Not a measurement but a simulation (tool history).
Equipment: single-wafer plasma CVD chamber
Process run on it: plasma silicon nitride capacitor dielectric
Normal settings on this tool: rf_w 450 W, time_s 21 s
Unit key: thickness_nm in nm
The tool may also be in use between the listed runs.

run	hour	rf_w	time_s	wafers since the last listed run	hours since the last RF generator calibration	hours since the showerhead was replaced	hours since the gauge calibration	read-back reference wafer on the same gauge, thickness_nm	thickness_nm
1	0	450	21	0	1137.7	5214.7	1169.1	33.667	28.045
2	64.9	420	21	1500	1202.6	5279.6	1234	33.701	27.47
3	188.3	420	21	2853	1326	5403	1357.4	33.676	27.463
4	242.6	420	21	1255	1380.3	5457.3	1411.7	33.694	27.433
5	312.4	450	21	1614	1450.1	5527.1	1481.5	33.691	27.786
6	361.5	450	21	1135	1499.2	5576.2	1530.6	33.701	27.997
7	390.2	450	21	663	1527.9	5604.9	1559.3	33.699	27.902
8	430.9	450	21	941	1568.6	5645.6	1600	33.684	27.847
9	481.3	450	21	1165	1619	5696	1650.4	33.673	27.847
10	544.7	450	21	1466	1682.4	5759.4	1713.8	33.73	27.82
11	588.3	400	17.9	1008	1726	5803	1757.4	33.69	23.032
12	651.2	400	17.9	1454	1788.9	5865.9	1820.3	33.669	23.128
# hour 673.8: RF generator calibrated
13	695.7	450	21	844	21.9	5910.4	1864.8	33.67	28.462
14	732.3	450	21	846	58.5	5947	1901.4	33.685	28.439
15	785.3	450	21	1225	111.5	6000	1954.4	33.701	28.385
16	834.2	450	21	1130	160.4	6048.9	2003.3	33.709	28.259
17	868.1	450	21	784	194.3	6082.8	2037.2	33.686	28.348
18	916.5	450	21	1119	242.7	6131.2	2085.6	33.7	28.187
19	954.8	450	21	885	281	6169.5	2123.9	33.698	28.168
20	983.4	450	21	661	309.6	6198.1	2152.5	33.676	28.166
# hour 1025.1: showerhead replaced
21	1047.6	450	21	1299	373.8	22.5	2216.7	33.698	27.941
22	1085.2	450	21	869	411.4	60.1	2254.3	33.723	28.026
23	1152.6	450	23.5	1558	478.8	127.5	2321.7	33.683	31.659
24	1178.6	360	17.7	601	504.8	153.5	2347.7	33.704	22.279
25	1237	450	21	1350	563.2	211.9	2406.1	33.678	28.082
# hour 1255.3: gauge calibrated
26	1295.5	515	24.1	1352	621.7	270.4	40.2	33.69	33.24
27	1331.5	385	21	832	657.7	306.4	76.2	33.686	27.006
28	1384.4	450	21	1223	710.6	359.3	129.1	33.691	28.104
29	1449.7	450	21	1510	775.9	424.6	194.4	33.705	27.959
30	1477.3	405	24.4	638	803.5	452.2	222	33.696	31.643
31	1524.8	450	24.1	1098	851	499.7	269.5	33.657	31.957
32	1595.4	485	24.5	1632	921.6	570.3	340.1	33.711	33.247
33	1638.9	480	19.3	1006	965.1	613.8	383.6	33.679	26.136
34	1693.4	535	21	1260	1019.6	668.3	438.1	33.704	29.362
35	1741.8	380	25.1	1119	1068	716.7	486.5	33.691	31.786
36	1776.9	515	24.8	811	1103.1	751.8	521.6	33.682	34.284
37	1846.4	450	21	1607	1172.6	821.3	591.1	33.709	27.932
38	1915	450	19.8	1586	1241.2	889.9	659.7	33.671	26.272
39	1976.4	360	22.8	1420	1302.6	951.3	721.1	33.705	28.528
40	2045	400	16.8	1586	1371.2	1019.9	789.7	33.711	21.598
41	2089.2	450	21	1022	1415.4	1064.1	833.9	33.702	27.855
42	2166.5	450	21	1787	1492.7	1141.4	911.2	33.706	27.899
43	2217.8	450	21	1186	1544	1192.7	962.5	33.718	27.861

Each row is a separate what-if for the run after 43, all from the same tool condition, not one after another. Results?
A	2218.2	375	21	9	1544.4	1193.1	962.9	?	?
B	2218.2	380	19.4	9	1544.4	1193.1	962.9	?	?
C	2218.2	490	18.7	9	1544.4	1193.1	962.9	?	?
D	2218.2	385	17.6	9	1544.4	1193.1	962.9	?	?
E	2218.2	485	18.4	9	1544.4	1193.1	962.9	?	?

run	read-back reference wafer on the same gauge, thickness_nm	thickness_nm
A	33.719	26.686
B	33.719	24.738
C	33.719	25.498
D	33.719	22.519
E	33.719	25.02
Take away the tool's hidden state, keep each run's random variation, and the runs would have read:
run	thickness_nm
A	27.255
B	25.265
C	26.041
D	22.999
E	25.553
